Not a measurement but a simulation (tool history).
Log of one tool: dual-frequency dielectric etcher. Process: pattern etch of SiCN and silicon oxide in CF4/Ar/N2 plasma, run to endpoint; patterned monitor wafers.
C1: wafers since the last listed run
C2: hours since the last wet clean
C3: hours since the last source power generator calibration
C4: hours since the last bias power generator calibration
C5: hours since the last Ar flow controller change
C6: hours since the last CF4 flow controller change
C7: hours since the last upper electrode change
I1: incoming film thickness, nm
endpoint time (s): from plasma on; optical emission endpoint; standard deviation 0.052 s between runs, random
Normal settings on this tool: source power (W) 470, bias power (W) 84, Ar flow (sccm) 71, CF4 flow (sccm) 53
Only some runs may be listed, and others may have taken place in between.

Run 1, day 0.000: usual settings; C1 0; C2 76.2; C3 1509.5; C4 3423.8; C5 3423.2; C6 3860.0; C7 3037.9; I1 14.25. Result: endpoint time (s) 14.9.
Run 2, day 1.750: usual settings; C1 483; C2 118.2; C3 1551.5; C4 3465.8; C5 3465.2; C6 3902.0; C7 3079.9; I1 14.26. Result: endpoint time (s) 14.8.
Run 3, day 3.783: usual settings; C1 562; C2 167.0; C3 1600.3; C4 3514.6; C5 3514.0; C6 3950.8; C7 3128.7; I1 14.14. Result: endpoint time (s) 14.9.
Run 4, day 5.408: usual settings; C1 449; C2 206.0; C3 1639.3; C4 3553.6; C5 3553.0; C6 3989.8; C7 3167.7; I1 14.22. Result: endpoint time (s) 14.9.
Run 5, day 7.621: usual settings; C1 611; C2 259.1; C3 1692.4; C4 3606.7; C5 3606.1; C6 4042.9; C7 3220.8; I1 14.15. Result: endpoint time (s) 14.9.
Run 6, day 9.692: usual settings; C1 572; C2 308.8; C3 1742.1; C4 3656.4; C5 3655.8; C6 4092.6; C7 3270.5; I1 14.25. Result: endpoint time (s) 14.9.
At day 13.325: wet clean of the chamber.
Run 7, day 13.346: usual settings; C1 733; C2 0.5; C3 1829.8; C4 3744.1; C5 3743.5; C6 4180.3; C7 3358.2; I1 14.18. Result: endpoint time (s) 14.8.
Run 8, day 14.546: usual settings; C1 331; C2 29.3; C3 1858.6; C4 3772.9; C5 3772.3; C6 4209.1; C7 3387.0; I1 14.14. Result: endpoint time (s) 15.0.
Run 9, day 15.704: usual settings; C1 320; C2 57.1; C3 1886.4; C4 3800.7; C5 3800.1; C6 4236.9; C7 3414.8; I1 14.19. Result: endpoint time (s) 14.9.
Run 10, day 18.417: usual settings but bias power (W) 99, Ar flow (sccm) 79; C1 749; C2 122.2; C3 1951.5; C4 3865.8; C5 3865.2; C6 4302.0; C7 3479.9; I1 14.22. Result: endpoint time (s) 14.5.
Run 11, day 22.421: usual settings but bias power (W) 99; C1 1106; C2 218.3; C3 2047.6; C4 3961.9; C5 3961.3; C6 4398.1; C7 3576.0; I1 14.13. Result: endpoint time (s) 14.3.
At day 23.383: Ar flow controller replaced.
Run 12, day 25.388: usual settings; C1 750; C2 289.5; C3 2118.8; C4 4033.1; C5 48.1; C6 4469.3; C7 3647.2; I1 14.10. Result: endpoint time (s) 14.9.
At day 26.038: source power generator calibrated.
At day 26.325: CF4 flow controller replaced.
Run 13, day 27.296: usual settings; C1 412; C2 335.3; C3 30.2; C4 4078.9; C5 93.9; C6 23.3; C7 3693.0; I1 14.12. Result: endpoint time (s) 14.9.
At day 27.571: bias power generator calibrated.
At day 29.683: upper electrode replaced.
At day 29.712: wet clean of the chamber.
Run 14, day 29.738: usual settings but CF4 flow (sccm) 58; C1 343; C2 0.6; C3 88.8; C4 52.0; C5 152.5; C6 81.9; C7 1.3; I1 14.20. Result: endpoint time (s) 14.8.
Run 15, day 31.942: usual settings; C1 609; C2 53.5; C3 141.7; C4 104.9; C5 205.4; C6 134.8; C7 54.2; I1 14.36. Result: endpoint time (s) 15.1.
Run 16, day 34.379: usual settings but source power (W) 410, Ar flow (sccm) 59, CF4 flow (sccm) 66; C1 673; C2 112.0; C3 200.2; C4 163.4; C5 263.9; C6 193.3; C7 112.7; I1 14.15. Result: endpoint time (s) 16.4.
Run 17, day 35.967: usual settings but source power (W) 550, Ar flow (sccm) 88; C1 438; C2 150.1; C3 238.3; C4 201.5; C5 302.0; C6 231.4; C7 150.8; I1 14.19. Result: endpoint time (s) 13.0.
Run 18, day 37.204: usual settings but source power (W) 540, bias power (W) 78, CF4 flow (sccm) 41; C1 342; C2 179.8; C3 268.0; C4 231.2; C5 331.7; C6 261.1; C7 180.5; I1 14.24. Result: endpoint time (s) 13.6.
Run 19, day 38.525: usual settings but bias power (W) 94; C1 365; C2 211.5; C3 299.7; C4 262.9; C5 363.4; C6 292.8; C7 212.2; I1 14.20. Result: endpoint time (s) 14.5.
Run 20, day 40.675: usual settings but bias power (W) 91; C1 594; C2 263.1; C3 351.3; C4 314.5; C5 415.0; C6 344.4; C7 263.8; I1 14.22. Result: endpoint time (s) 14.6.
At day 43.125: wet clean of the chamber.
Run 21, day 43.146: usual settings but bias power (W) 73, CF4 flow (sccm) 48; C1 406; C2 0.5; C3 410.6; C4 373.8; C5 474.3; C6 403.7; C7 323.1; I1 14.34. Result: endpoint time (s) 15.6.
Run 22, day 44.367: usual settings; C1 337; C2 29.8; C3 439.9; C4 403.1; C5 503.6; C6 433.0; C7 352.4; I1 14.27. Result: endpoint time (s) 14.9.
Run 23, day 45.946: usual settings but bias power (W) 103, CF4 flow (sccm) 46; C1 436; C2 67.7; C3 477.8; C4 441.0; C5 541.5; C6 470.9; C7 390.3; I1 14.19. Result: endpoint time (s) 14.4.

Here are 5 independent what-if runs from the current tool condition. What would each one return?
Run A, day 45.962: usual settings but CF4 flow (sccm) 44; C1 4; C2 68.1; C3 478.2; C4 441.4; C5 541.9; C6 471.3; C7 390.7; I1 14.24. Result: endpoint time (s) ?.
Run B, day 45.962: usual settings but bias power (W) 70, Ar flow (sccm) 77; C1 4; C2 68.1; C3 478.2; C4 441.4; C5 541.9; C6 471.3; C7 390.7; I1 14.24. Result: endpoint time (s) ?.
Run C, day 45.962: usual settings but source power (W) 360, bias power (W) 94; C1 4; C2 68.1; C3 478.2; C4 441.4; C5 541.9; C6 471.3; C7 390.7; I1 14.24. Result: endpoint time (s) ?.
Run D, day 45.962: usual settings but bias power (W) 96; C1 4; C2 68.1; C3 478.2; C4 441.4; C5 541.9; C6 471.3; C7 390.7; I1 14.24. Result: endpoint time (s) ?.
Run E, day 45.962: usual settings but source power (W) 570, bias power (W) 97, Ar flow (sccm) 56, CF4 flow (sccm) 65; C1 4; C2 68.1; C3 478.2; C4 441.4; C5 541.9; C6 471.3; C7 390.7; I1 14.24. Result: endpoint time (s) ?.

run  endpoint time (s)
  A               15.4
  B               15.8
  C               19.3
  D               14.5
  E               11.3
With the hidden condition removed and each run's random variation left untouched, the same runs would have given:
run  endpoint time (s)
  A               15.4
  B               15.8
  C               19.3
  D               14.5
  E               11.3
